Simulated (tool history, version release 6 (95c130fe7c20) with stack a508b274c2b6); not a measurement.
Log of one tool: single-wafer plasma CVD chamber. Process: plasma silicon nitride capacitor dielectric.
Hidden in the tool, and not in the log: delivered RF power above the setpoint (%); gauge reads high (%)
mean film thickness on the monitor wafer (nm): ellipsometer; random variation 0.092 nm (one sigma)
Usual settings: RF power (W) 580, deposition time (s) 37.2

run,day,RF power (W),deposition time (s),wafers since the last listed run,hours since the last RF generator calibration,hours since the showerhead was replaced,hours since the gauge calibration,"read-back reference wafer on the same gauge, thickness_nm",mean film thickness on the monitor wafer (nm)
1,0.000,615,37.2,0,1822.2,5319.8,564.6,50.621,55.418
2,0.862,615,37.2,386,1842.9,5340.5,585.3,50.600,55.259
3,1.733,615,37.2,390,1863.8,5361.4,606.2,50.613,55.349
4,3.083,580,41.7,605,1896.2,5393.8,638.6,50.586,61.025
5,3.992,530,37.2,407,1918.0,5415.6,660.4,50.596,52.814
6,5.346,635,37.2,607,1950.5,5448.1,692.9,50.605,55.681
7,5.983,580,37.2,285,1965.8,5463.4,708.2,50.611,54.388
8,7.475,580,37.2,669,2001.6,5499.2,744.0,50.586,54.251
9,8.400,580,37.2,414,2023.8,5521.4,766.2,50.605,53.966
# day 9.121: gauge calibrated
10,9.488,580,37.2,487,2049.9,5547.5,8.8,50.567,54.232
11,10.412,580,37.2,414,2072.1,5569.7,31.0,50.575,54.186
12,11.371,580,37.2,429,2095.1,5592.7,54.0,50.611,54.070
13,12.054,580,37.2,306,2111.5,5609.1,70.4,50.630,53.966
14,13.538,500,39.8,665,2147.1,5644.7,106.0,50.598,55.078
# day 14.492: showerhead replaced
15,14.538,630,30.2,299,2171.1,1.1,130.0,50.620,44.885
16,15.271,580,37.2,328,2188.7,18.7,147.6,50.583,53.960
17,16.058,615,37.2,353,2207.6,37.6,166.5,50.606,54.771
# day 19.917: RF generator calibrated
18,20.200,580,30.8,1708,6.8,137.0,265.9,50.599,45.913

The next listed run, before its measurement:
19,21.171,680,31.1,435,30.1,160.3,289.2,?,?

{"run 19": {"read-back reference wafer on the same gauge, thickness_nm": 50.59, "mean film thickness on the monitor wafer (nm)": 48.726}}
Without the tool's hidden state the same run would have given mean film thickness on the monitor wafer (nm) 48.757.
